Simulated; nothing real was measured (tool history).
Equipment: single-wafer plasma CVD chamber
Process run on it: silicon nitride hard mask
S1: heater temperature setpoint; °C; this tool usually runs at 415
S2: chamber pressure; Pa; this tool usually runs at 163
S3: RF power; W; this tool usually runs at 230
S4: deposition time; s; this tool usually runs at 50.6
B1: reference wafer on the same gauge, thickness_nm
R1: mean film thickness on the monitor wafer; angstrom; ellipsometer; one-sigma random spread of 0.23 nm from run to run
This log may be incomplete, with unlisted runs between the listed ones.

{"run": 1, "hour": 0.0, "S1": 423, "S2": 163, "S3": 230, "S4": 50.6, "B1": 47.606, "R1": 488.52}
{"run": 2, "hour": 17.1, "S1": 415, "S2": 163, "S3": 230, "S4": 50.6, "B1": 47.647, "R1": 493.77}
{"run": 3, "hour": 23.2, "S1": 415, "S2": 163, "S3": 230, "S4": 54.5, "B1": 47.655, "R1": 526.8}
{"run": 4, "hour": 36.9, "S1": 415, "S2": 163, "S3": 230, "S4": 54.5, "B1": 47.659, "R1": 530.86}
{"hour": 47.1, "done": "showerhead replaced"}
{"run": 5, "hour": 47.6, "S1": 415, "S2": 163, "S3": 230, "S4": 54.5, "B1": 47.699, "R1": 532.74}
{"run": 6, "hour": 54.6, "S1": 415, "S2": 163, "S3": 230, "S4": 50.6, "B1": 47.683, "R1": 493.2}
{"hour": 68.5, "done": "RF generator calibrated"}
{"hour": 69.5, "done": "capacitance manometer re-zeroed and calibrated"}
{"run": 7, "hour": 70.0, "S1": 426, "S2": 163, "S3": 245, "S4": 50.6, "B1": 47.771, "R1": 523.93}
{"run": 8, "hour": 75.9, "S1": 415, "S2": 163, "S3": 265, "S4": 45, "B1": 47.725, "R1": 495.48}
{"hour": 84.6, "done": "thermocouple changed; heater temperature recalibrated"}
{"run": 9, "hour": 85.5, "S1": 406, "S2": 163, "S3": 250, "S4": 45.2, "B1": 47.762, "R1": 475.23}
{"run": 10, "hour": 100.6, "S1": 424, "S2": 175, "S3": 185, "S4": 41.7, "B1": 47.661, "R1": 327.41}
{"run": 11, "hour": 113.5, "S1": 415, "S2": 144, "S3": 230, "S4": 50.6, "B1": 47.674, "R1": 480.91}
{"hour": 118.8, "done": "gauge calibrated"}
{"run": 12, "hour": 122.4, "S1": 415, "S2": 163, "S3": 230, "S4": 50.6, "B1": 47.676, "R1": 492.45}
{"run": 13, "hour": 138.4, "S1": 415, "S2": 177, "S3": 190, "S4": 56.2, "B1": 47.687, "R1": 455.71}
{"run": 14, "hour": 151.5, "S1": 422, "S2": 199, "S3": 250, "S4": 47.2, "B1": 47.751, "R1": 513.95}

Branching from run 14: 4 alternative next runs. What would each branch give?
{"run": "A", "hour": 151.9, "S1": 415, "S2": 163, "S3": 230, "S4": 50.6, "B1": "?", "R1": "?"}
{"run": "B", "hour": 151.9, "S1": 424, "S2": 151, "S3": 245, "S4": 50.6, "B1": "?", "R1": "?"}
{"run": "C", "hour": 151.9, "S1": 415, "S2": 195, "S3": 230, "S4": 50.6, "B1": "?", "R1": "?"}
{"run": "D", "hour": 151.9, "S1": 411, "S2": 163, "S3": 230, "S4": 47.1, "B1": "?", "R1": "?"}

run=A B1=47.751 R1=490.16
run=B B1=47.751 R1=511.22
run=C B1=47.751 R1=506.72
run=D B1=47.751 R1=457.03
With no hidden state in the tool, these same runs would have given:
run=A R1=490.16
run=B R1=511.22
run=C R1=506.72
run=D R1=457.03
